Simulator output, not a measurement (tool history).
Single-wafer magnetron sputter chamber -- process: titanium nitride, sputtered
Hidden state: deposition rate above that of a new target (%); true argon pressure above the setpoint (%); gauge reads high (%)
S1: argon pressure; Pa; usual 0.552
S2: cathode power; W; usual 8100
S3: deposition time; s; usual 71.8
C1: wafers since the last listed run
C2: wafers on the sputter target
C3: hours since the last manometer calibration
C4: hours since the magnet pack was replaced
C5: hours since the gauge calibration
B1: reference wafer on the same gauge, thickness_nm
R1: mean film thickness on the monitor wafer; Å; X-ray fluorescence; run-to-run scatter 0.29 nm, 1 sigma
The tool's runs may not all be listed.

run	day	S1	S2	S3	C1	C2	C3	C4	C5	B1	R1
1	0	0.552	8100	76.1	0	5085	720.3	8494.7	823.2	91.025	1135.87
2	2.262	0.552	8100	76.1	1378	6463	774.6	8549	877.5	90.913	1134.25
3	4.738	0.552	8100	71.8	1507	7971	834	8608.4	936.9	91.031	1069.68
4	6.446	0.552	8100	71.8	1040	9012	875	8649.4	977.9	90.973	1064.96
# day 8.946: sputter target and shields replaced
5	9.338	0.552	8100	71.8	1558	239	944.4	8718.8	1047.3	90.949	1083.23
6	11.662	0.552	8100	71.8	1416	1656	1000.2	8774.6	1103.1	90.951	1088.85
7	14.117	0.552	8100	71.8	1494	3151	1059.1	8833.5	1162	91.109	1080.09
8	16.046	0.388	8100	71.8	1175	4326	1105.4	8879.8	1208.3	90.98	1173.09
9	17.579	0.552	8100	71.8	934	5260	1142.2	8916.6	1245.1	91.003	1078.21
10	20.317	0.552	8100	71.8	1667	6927	1207.9	8982.3	1310.8	90.962	1081.71
# day 22.85: sputter target and shields replaced
11	23.121	0.552	8100	71.8	1505	164	1275.2	9049.6	1378.1	91.052	1086.48
12	24.762	0.552	8100	71.8	1000	1164	1314.6	9089	1417.5	91.029	1082.92
13	27.754	0.552	8100	71.8	1822	2987	1386.4	9160.8	1489.3	90.955	1081.32
# day 34.325: capacitance manometer re-zeroed and calibrated
14	35.225	0.385	8100	71.8	4347	7335	21.6	9340.1	1668.6	91.086	1155.58
15	37.067	0.385	8100	71.8	1121	8457	65.8	9384.3	1712.8	90.968	1156.44
# day 37.992: magnet pack replaced
16	39.342	0.552	6600	71.8	1182	9639	120.4	32.4	1767.4	90.892	860.24
# day 40.267: sputter target and shields replaced
17	40.821	0.634	10050	59	697	338	155.9	67.9	1802.9	91.026	1045.82
18	43.383	0.444	10100	60.7	1560	1899	217.4	129.4	1864.4	90.95	1194.21
# day 45.796: gauge calibrated
19	46.246	0.393	9200	81.7	1743	3643	286.1	198.1	10.8	90.943	1514.45
20	48.362	0.552	8100	71.8	1289	4932	336.9	248.9	61.6	91.032	1065.49
21	50.996	0.552	9250	68.1	1604	6536	400.1	312.1	124.8	90.982	1163.9
22	52.383	0.552	8100	76.1	845	7382	433.4	345.4	158.1	90.982	1128.3
# day 53.858: sputter target and shields replaced
23	55.279	0.719	7400	67.5	1560	865	502.9	414.9	227.6	91.064	853.06
24	57.592	0.552	8100	71.8	1408	2274	558.4	470.4	283.1	91.013	1075.48
25	58.904	0.449	6800	86.1	799	3074	589.9	501.9	314.6	90.995	1141.75
26	61.212	0.457	7500	66.8	1406	4480	645.3	557.3	370	91.063	976.94
27	63.958	0.765	9000	61.7	1672	6152	711.2	623.2	435.9	91.056	925.56
28	66.654	0.366	6450	71.8	1642	7795	775.9	687.9	500.6	91.031	939.5
# day 67.321: sputter target and shields replaced
29	68.658	0.629	7100	71.8	1017	814	824	736	548.7	91.078	917.82
30	71.188	0.727	8100	61.3	1540	2355	884.7	796.7	609.4	91.035	846.83
31	72.846	0.552	8100	71.8	1010	3365	924.5	836.5	649.2	91.114	1087.76
32	76.312	0.552	8100	71.8	2111	5477	1007.7	919.7	732.4	91.033	1078.91

Hidden state or all else? Some run-to-run changes of R1, split into what the settings, what came in and random variation would give without the hidden state, and what is left for the hidden state (with any gauge scatter that isn't in both results):
Run 13 -> 14: S1 0.552 -> 0.385, capacitance manometer re-zeroed and calibrated. R1 +74.26 Å: hidden state -32.87, all else +107.13.
Run 15 -> 16: S1 0.385 -> 0.552, S2 8100 -> 6600, magnet pack replaced. R1 -296.2 Å: hidden state +5.95, all else -302.15.
Run 18 -> 19: S1 0.444 -> 0.393, S2 10100 -> 9200, S3 60.7 -> 81.7, gauge calibrated. R1 +320.24 Å: hidden state -4.06, all else +324.3.
Run 19 -> 20: S1 0.393 -> 0.552, S2 9200 -> 8100, S3 81.7 -> 71.8. R1 -448.96 Å: hidden state +4.58, all else -453.54.
Run 27 -> 28: S1 0.765 -> 0.366, S2 9000 -> 6450, S3 61.7 -> 71.8. R1 +13.94 Å: hidden state -21.76, all else +35.7.
Run 28 -> 29: S1 0.366 -> 0.629, S2 6450 -> 7100, sputter target and shields replaced. R1 -21.68 Å: hidden state +25.23, all else -46.91.
